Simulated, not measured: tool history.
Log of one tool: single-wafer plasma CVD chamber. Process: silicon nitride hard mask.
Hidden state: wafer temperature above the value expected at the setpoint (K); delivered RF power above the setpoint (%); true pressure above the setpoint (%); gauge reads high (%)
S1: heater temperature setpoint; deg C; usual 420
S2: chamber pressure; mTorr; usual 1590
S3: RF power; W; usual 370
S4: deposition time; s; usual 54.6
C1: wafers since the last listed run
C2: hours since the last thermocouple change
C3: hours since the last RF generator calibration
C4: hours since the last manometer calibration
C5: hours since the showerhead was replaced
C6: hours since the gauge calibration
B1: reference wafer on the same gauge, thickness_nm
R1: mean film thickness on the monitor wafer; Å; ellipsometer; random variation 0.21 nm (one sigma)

| run | hour | S1 | S2 | S3 | S4 | C1 | C2 | C3 | C4 | C5 | C6 | B1 | R1 |
|---|---|---|---|---|---|---|---|---|---|---|---|---|---|
| 1 | 0.0 | 420 | 1590 | 370 | 54.6 | 0 | 2118.2 | 1643.0 | 671.2 | 4191.1 | 284.8 | 64.036 | 792.99 |
| 2 | 42.2 | 420 | 1590 | 370 | 54.6 | 1043 | 2160.4 | 1685.2 | 713.4 | 4233.3 | 327.0 | 64.095 | 794.30 |
| 3 | 107.0 | 420 | 1590 | 370 | 54.6 | 1602 | 2225.2 | 1750.0 | 778.2 | 4298.1 | 391.8 | 64.339 | 793.68 |
| 4 | 143.5 | 420 | 1490 | 390 | 54.6 | 902 | 2261.7 | 1786.5 | 814.7 | 4334.6 | 428.3 | 64.389 | 806.44 |
| 5 | 209.5 | 420 | 1490 | 390 | 54.6 | 1631 | 2327.7 | 1852.5 | 880.7 | 4400.6 | 494.3 | 64.540 | 807.21 |
|  | 237.5 | gauge calibrated |
| 6 | 273.3 | 420 | 1490 | 390 | 54.6 | 1577 | 2391.5 | 1916.3 | 944.5 | 4464.4 | 35.8 | 63.747 | 795.71 |
| 7 | 351.7 | 420 | 1590 | 370 | 54.6 | 1938 | 2469.9 | 1994.7 | 1022.9 | 4542.8 | 114.2 | 63.952 | 786.76 |
| 8 | 423.2 | 425 | 1590 | 370 | 54.6 | 1767 | 2541.4 | 2066.2 | 1094.4 | 4614.3 | 185.7 | 64.099 | 786.77 |
| 9 | 469.7 | 425 | 1590 | 370 | 54.6 | 1149 | 2587.9 | 2112.7 | 1140.9 | 4660.8 | 232.2 | 64.303 | 793.27 |
| 10 | 498.7 | 420 | 1590 | 420 | 54.6 | 717 | 2616.9 | 2141.7 | 1169.9 | 4689.8 | 261.2 | 64.358 | 871.39 |
|  | 550.4 | thermocouple changed; heater temperature recalibrated |
| 11 | 554.5 | 420 | 1590 | 420 | 54.6 | 1181 | 4.1 | 2197.5 | 1225.7 | 4745.6 | 317.0 | 64.478 | 878.78 |
|  | 581.4 | showerhead replaced |
| 12 | 605.4 | 407 | 1590 | 420 | 54.6 | 1060 | 55.0 | 2248.4 | 1276.6 | 24.0 | 367.9 | 64.613 | 881.59 |
|  | 629.4 | capacitance manometer re-zeroed and calibrated |
|  | 646.5 | RF generator calibrated |
| 13 | 669.1 | 414 | 1590 | 370 | 54.6 | 1179 | 118.7 | 22.6 | 39.7 | 87.7 | 431.6 | 64.732 | 802.25 |
| 14 | 696.5 | 420 | 1370 | 305 | 54.6 | 677 | 146.1 | 50.0 | 67.1 | 115.1 | 459.0 | 64.830 | 638.32 |
| 15 | 737.1 | 420 | 1900 | 330 | 54.6 | 1003 | 186.7 | 90.6 | 107.7 | 155.7 | 499.6 | 64.866 | 775.73 |
|  | 784.4 | gauge calibrated |
| 16 | 790.5 | 432 | 1590 | 370 | 54.6 | 1320 | 240.1 | 144.0 | 161.1 | 209.1 | 6.1 | 63.675 | 779.58 |
| 17 | 851.2 | 412 | 1590 | 370 | 54.6 | 1500 | 300.8 | 204.7 | 221.8 | 269.8 | 66.8 | 63.816 | 793.15 |
| 18 | 916.9 | 420 | 1590 | 370 | 54.6 | 1624 | 366.5 | 270.4 | 287.5 | 335.5 | 132.5 | 63.958 | 790.23 |
| 19 | 942.1 | 416 | 1230 | 300 | 54.6 | 623 | 391.7 | 295.6 | 312.7 | 360.7 | 157.7 | 64.010 | 588.42 |
| 20 | 973.7 | 425 | 1730 | 405 | 44.5 | 781 | 423.3 | 327.2 | 344.3 | 392.3 | 189.3 | 64.099 | 713.28 |
| 21 | 1008.0 | 420 | 1590 | 370 | 54.6 | 848 | 457.6 | 361.5 | 378.6 | 426.6 | 223.6 | 64.186 | 793.13 |
| 22 | 1049.8 | 424 | 1380 | 400 | 58.0 | 1033 | 499.4 | 403.3 | 420.4 | 468.4 | 265.4 | 64.223 | 840.44 |

Measured less the same run without the tool's hidden state. The same run-to-run variation is in both; the gauge's scatter may not be:
| run | R1 |
|---|---|
| 1 | +6.34 |
| 2 | +7.66 |
| 3 | +9.67 |
| 4 | +10.97 |
| 5 | +13.06 |
| 6 | +3.13 |
| 7 | +5.53 |
| 8 | +7.74 |
| 9 | +9.25 |
| 10 | +11.15 |
| 11 | +13.15 |
| 12 | +14.94 |
| 13 | +15.56 |
| 14 | +13.05 |
| 15 | +17.07 |
| 16 | +1.79 |
| 17 | +3.73 |
| 18 | +5.77 |
| 19 | +4.88 |
| 20 | +6.80 |
| 21 | +8.63 |
| 22 | +10.52 |
